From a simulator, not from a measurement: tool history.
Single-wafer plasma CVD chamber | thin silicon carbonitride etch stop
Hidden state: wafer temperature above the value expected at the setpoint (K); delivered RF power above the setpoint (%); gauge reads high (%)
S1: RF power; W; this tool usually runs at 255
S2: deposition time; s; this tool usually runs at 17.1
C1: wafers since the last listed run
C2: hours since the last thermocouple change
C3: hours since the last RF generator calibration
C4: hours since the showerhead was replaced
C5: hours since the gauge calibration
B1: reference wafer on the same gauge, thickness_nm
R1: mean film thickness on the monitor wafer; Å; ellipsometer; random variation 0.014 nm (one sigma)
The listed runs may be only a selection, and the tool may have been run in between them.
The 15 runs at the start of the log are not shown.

Run 16, hour 186.7: usual settings but S1 225 W; C1 801; C2 17.2; C3 34.1; C4 3220.2; C5 50.1; B1 11.197. Result: R1 90.97 Å.
Run 17, hour 194.0: usual settings but S1 270 W, S2 18.4 s; C1 352; C2 24.5; C3 41.4; C4 3227.5; C5 57.4; B1 11.205. Result: R1 102.52 Å.
Run 18, hour 201.0: usual settings but S1 215 W, S2 15.4 s; C1 337; C2 31.5; C3 48.4; C4 3234.5; C5 64.4; B1 11.203. Result: R1 80.81 Å.
Run 19, hour 233.5: usual settings but S1 275 W, S2 16.0 s; C1 1568; C2 64.0; C3 80.9; C4 3267.0; C5 96.9; B1 11.200. Result: R1 89.62 Å.
Run 20, hour 248.7: usual settings but S2 18.0 s; C1 733; C2 79.2; C3 96.1; C4 3282.2; C5 112.1; B1 11.199. Result: R1 98.92 Å.
Run 21, hour 264.4: usual settings; C1 757; C2 94.9; C3 111.8; C4 3297.9; C5 127.8; B1 11.202. Result: R1 94.13 Å.
Run 22, hour 271.7: usual settings but S1 305 W, S2 14.8 s; C1 352; C2 102.2; C3 119.1; C4 3305.2; C5 135.1; B1 11.199. Result: R1 85.42 Å.
Run 23, hour 287.2: usual settings but S1 280 W, S2 18.6 s; C1 748; C2 117.7; C3 134.6; C4 3320.7; C5 150.6; B1 11.198. Result: R1 104.61 Å.
Run 24, hour 304.4: usual settings but S1 285 W, S2 16.1 s; C1 830; C2 134.9; C3 151.8; C4 3337.9; C5 167.8; B1 11.197. Result: R1 91.03 Å.
At hour 324.2: showerhead replaced.
Run 25, hour 324.7: usual settings but S1 275 W, S2 13.8 s; C1 593; C2 155.2; C3 172.1; C4 0.5; C5 188.1; B1 11.199. Result: R1 77.46 Å.
Run 26, hour 331.9: usual settings; C1 347; C2 162.4; C3 179.3; C4 7.7; C5 195.3; B1 11.204. Result: R1 93.87 Å.
Run 27, hour 346.0: usual settings but S2 15.7 s; C1 680; C2 176.5; C3 193.4; C4 21.8; C5 209.4; B1 11.196. Result: R1 86.46 Å.
Run 28, hour 354.3: usual settings; C1 400; C2 184.8; C3 201.7; C4 30.1; C5 217.7; B1 11.195. Result: R1 94.06 Å.
Run 29, hour 365.8: usual settings; C1 555; C2 196.3; C3 213.2; C4 41.6; C5 229.2; B1 11.196. Result: R1 93.92 Å.
Run 30, hour 372.1: usual settings; C1 304; C2 202.6; C3 219.5; C4 47.9; C5 235.5; B1 11.204. Result: R1 94.04 Å.
Run 31, hour 388.3: usual settings but S1 235 W, S2 20.5 s; C1 781; C2 218.8; C3 235.7; C4 64.1; C5 251.7; B1 11.200. Result: R1 109.78 Å.
Run 32, hour 397.3: usual settings but S2 14.7 s; C1 434; C2 227.8; C3 244.7; C4 73.1; C5 260.7; B1 11.198. Result: R1 80.88 Å.
Run 33, hour 409.0: usual settings but S1 270 W, S2 20.2 s; C1 564; C2 239.5; C3 256.4; C4 84.8; C5 272.4; B1 11.201. Result: R1 112.50 Å.

Alternative continuations, all from the tool just after run 33; predict every row:
Run A, hour 409.4: usual settings; C1 19; C2 239.9; C3 256.8; C4 85.2; C5 272.8; B1 ?. Result: R1 ?.
Run B, hour 409.4: usual settings but S2 19.0 s; C1 19; C2 239.9; C3 256.8; C4 85.2; C5 272.8; B1 ?. Result: R1 ?.
Run C, hour 409.4: usual settings but S1 230 W, S2 16.1 s; C1 19; C2 239.9; C3 256.8; C4 85.2; C5 272.8; B1 ?. Result: R1 ?.
Run D, hour 409.4: usual settings but S2 19.1 s; C1 19; C2 239.9; C3 256.8; C4 85.2; C5 272.8; B1 ?. Result: R1 ?.
Run E, hour 409.4: usual settings but S1 205 W, S2 14.9 s; C1 19; C2 239.9; C3 256.8; C4 85.2; C5 272.8; B1 ?. Result: R1 ?.

run      B1      R1
  A  11.195   94.08
  B  11.195  104.53
  C  11.195   86.23
  D  11.195  105.08
  E  11.195   77.47
The same runs, with their run-to-run variation unchanged, on a tool lacking any hidden condition would have given:
run      R1
  A   94.08
  B  104.53
  C   86.23
  D  105.08
  E   77.47
